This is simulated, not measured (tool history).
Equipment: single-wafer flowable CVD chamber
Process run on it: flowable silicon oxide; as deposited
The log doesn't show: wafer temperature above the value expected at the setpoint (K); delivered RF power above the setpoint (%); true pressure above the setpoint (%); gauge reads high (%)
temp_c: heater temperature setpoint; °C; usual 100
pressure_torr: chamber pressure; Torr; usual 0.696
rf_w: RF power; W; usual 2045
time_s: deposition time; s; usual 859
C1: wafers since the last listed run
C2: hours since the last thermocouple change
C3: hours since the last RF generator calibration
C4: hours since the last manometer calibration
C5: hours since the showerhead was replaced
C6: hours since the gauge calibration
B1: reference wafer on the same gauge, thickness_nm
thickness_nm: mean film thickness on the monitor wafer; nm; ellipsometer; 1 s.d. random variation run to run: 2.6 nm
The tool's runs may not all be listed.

run 1 day=0 | temp_c=100 pressure_torr=0.696 rf_w=2045 time_s=859 | C1=0 C2=2450.3 C3=2014.1 C4=2184.2 C5=5133.4 C6=901.7 | B1=531.573 | thickness_nm=470.438
run 2 day=1.45 | temp_c=100 pressure_torr=0.696 rf_w=2045 time_s=859 | C1=71 C2=2485.1 C3=2048.9 C4=2219 C5=5168.2 C6=936.5 | B1=531.005 | thickness_nm=475.87
run 3 day=4.362 | temp_c=100 pressure_torr=0.696 rf_w=2045 time_s=859 | C1=143 C2=2555 C3=2118.8 C4=2288.9 C5=5238.1 C6=1006.4 | B1=530.803 | thickness_nm=471.446
-- day=5.304 showerhead replaced
run 4 day=6.492 | temp_c=90 pressure_torr=0.696 rf_w=2045 time_s=894 | C1=88 C2=2606.1 C3=2169.9 C4=2340 C5=28.5 C6=1057.5 | B1=530.498 | thickness_nm=659.58
run 5 day=8.292 | temp_c=90 pressure_torr=0.696 rf_w=2045 time_s=894 | C1=88 C2=2649.3 C3=2213.1 C4=2383.2 C5=71.7 C6=1100.7 | B1=529.494 | thickness_nm=665.909
run 6 day=9.833 | temp_c=100 pressure_torr=0.696 rf_w=2045 time_s=859 | C1=76 C2=2686.3 C3=2250.1 C4=2420.2 C5=108.7 C6=1137.7 | B1=531.771 | thickness_nm=475.365
run 7 day=12.108 | temp_c=100 pressure_torr=0.696 rf_w=2045 time_s=859 | C1=112 C2=2740.9 C3=2304.7 C4=2474.8 C5=163.3 C6=1192.3 | B1=530.93 | thickness_nm=469.535
-- day=12.571 thermocouple changed; heater temperature recalibrated
run 8 day=13.85 | temp_c=100 pressure_torr=0.696 rf_w=2045 time_s=859 | C1=69 C2=30.7 C3=2346.5 C4=2516.6 C5=205.1 C6=1234.1 | B1=530.756 | thickness_nm=477.472
run 9 day=15.254 | temp_c=114 pressure_torr=0.696 rf_w=1845 time_s=975 | C1=69 C2=64.4 C3=2380.2 C4=2550.3 C5=238.8 C6=1267.8 | B1=529.526 | thickness_nm=348.269
-- day=16.317 RF generator calibrated
run 10 day=17.071 | temp_c=100 pressure_torr=0.696 rf_w=2045 time_s=859 | C1=73 C2=108 C3=18.1 C4=2593.9 C5=282.4 C6=1311.4 | B1=530.66 | thickness_nm=473.67
run 11 day=20.054 | temp_c=107 pressure_torr=0.696 rf_w=2045 time_s=859 | C1=147 C2=179.6 C3=89.7 C4=2665.5 C5=354 C6=1383 | B1=531.163 | thickness_nm=382.396
run 12 day=22.254 | temp_c=100 pressure_torr=0.696 rf_w=1765 time_s=755 | C1=108 C2=232.4 C3=142.5 C4=2718.3 C5=406.8 C6=1435.8 | B1=532.053 | thickness_nm=404.3
run 13 day=24.262 | temp_c=100 pressure_torr=0.696 rf_w=2045 time_s=859 | C1=99 C2=280.6 C3=190.7 C4=2766.5 C5=455 C6=1484 | B1=531.173 | thickness_nm=475.418
run 14 day=27.1 | temp_c=105 pressure_torr=0.696 rf_w=1890 time_s=859 | C1=139 C2=348.7 C3=258.8 C4=2834.6 C5=523.1 C6=1552.1 | B1=530.776 | thickness_nm=403.528
run 15 day=28.546 | temp_c=110 pressure_torr=0.805 rf_w=1815 time_s=859 | C1=71 C2=383.4 C3=293.5 C4=2869.3 C5=557.8 C6=1586.8 | B1=530.489 | thickness_nm=400.297
-- day=30.15 capacitance manometer re-zeroed and calibrated
-- day=32.479 gauge calibrated
run 16 day=32.675 | temp_c=100 pressure_torr=0.696 rf_w=2045 time_s=859 | C1=187 C2=482.5 C3=392.6 C4=60.6 C5=656.9 C6=4.7 | B1=530.149 | thickness_nm=442.325
run 17 day=34.804 | temp_c=85 pressure_torr=0.696 rf_w=2220 time_s=859 | C1=105 C2=533.6 C3=443.7 C4=111.7 C5=708 C6=55.8 | B1=530.91 | thickness_nm=689.98
run 18 day=37.804 | temp_c=100 pressure_torr=0.696 rf_w=2045 time_s=859 | C1=147 C2=605.6 C3=515.7 C4=183.7 C5=780 C6=127.8 | B1=530.018 | thickness_nm=445.791
run 19 day=40.362 | temp_c=86 pressure_torr=0.611 rf_w=1850 time_s=977 | C1=126 C2=667 C3=577.1 C4=245.1 C5=841.4 C6=189.2 | B1=531.785 | thickness_nm=659.345
run 20 day=41.529 | temp_c=100 pressure_torr=0.696 rf_w=2045 time_s=859 | C1=57 C2=695 C3=605.1 C4=273.1 C5=869.4 C6=217.2 | B1=532.066 | thickness_nm=450.099
run 21 day=43.233 | temp_c=111 pressure_torr=0.696 rf_w=2275 time_s=859 | C1=84 C2=735.9 C3=646 C4=314 C5=910.3 C6=258.1 | B1=529.718 | thickness_nm=331.043
run 22 day=44.321 | temp_c=100 pressure_torr=0.696 rf_w=2045 time_s=791 | C1=53 C2=762 C3=672.1 C4=340.1 C5=936.4 C6=284.2 | B1=531.72 | thickness_nm=415.456
run 23 day=45.554 | temp_c=105 pressure_torr=0.696 rf_w=1890 time_s=859 | C1=60 C2=791.6 C3=701.7 C4=369.7 C5=966 C6=313.8 | B1=531.355 | thickness_nm=385.027
run 24 day=48.538 | temp_c=100 pressure_torr=0.767 rf_w=2045 time_s=736 | C1=147 C2=863.2 C3=773.3 C4=441.3 C5=1037.6 C6=385.4 | B1=530.71 | thickness_nm=428.964
run 25 day=50.088 | temp_c=100 pressure_torr=0.696 rf_w=2045 time_s=859 | C1=76 C2=900.4 C3=810.5 C4=478.5 C5=1074.8 C6=422.6 | B1=530.236 | thickness_nm=456.62
run 26 day=51.142 | temp_c=95 pressure_torr=0.802 rf_w=2045 time_s=814 | C1=51 C2=925.7 C3=835.8 C4=503.8 C5=1100.1 C6=447.9 | B1=529.816 | thickness_nm=576.281
run 27 day=52.229 | temp_c=100 pressure_torr=0.824 rf_w=2045 time_s=743 | C1=53 C2=951.8 C3=861.9 C4=529.9 C5=1126.2 C6=474 | B1=531.419 | thickness_nm=464.694
run 28 day=53.5 | temp_c=100 pressure_torr=0.547 rf_w=2435 time_s=859 | C1=62 C2=982.3 C3=892.4 C4=560.4 C5=1156.7 C6=504.5 | B1=530.946 | thickness_nm=371.698

Forecast each of these 4 alternatives for the next run:
run A day=53.525 | temp_c=100 pressure_torr=0.696 rf_w=1740 time_s=859 | C1=1 C2=982.9 C3=893 C4=561 C5=1157.3 C6=505.1 | B1=? | thickness_nm=?
run B day=53.525 | temp_c=100 pressure_torr=0.696 rf_w=1725 time_s=859 | C1=1 C2=982.9 C3=893 C4=561 C5=1157.3 C6=505.1 | B1=? | thickness_nm=?
run C day=53.525 | temp_c=104 pressure_torr=0.537 rf_w=2260 time_s=708 | C1=1 C2=982.9 C3=893 C4=561 C5=1157.3 C6=505.1 | B1=? | thickness_nm=?
run D day=53.525 | temp_c=86 pressure_torr=0.696 rf_w=2045 time_s=859 | C1=1 C2=982.9 C3=893 C4=561 C5=1157.3 C6=505.1 | B1=? | thickness_nm=?

run=A B1=530.853 thickness_nm=442.049
run=B B1=530.853 thickness_nm=441.148
run=C B1=530.853 thickness_nm=263.604
run=D B1=530.853 thickness_nm=680.336
Without the tool's unlogged condition, the same runs would have read:
run=A thickness_nm=428.74
run=B thickness_nm=427.866
run=C thickness_nm=255.372
run=D thickness_nm=659.853
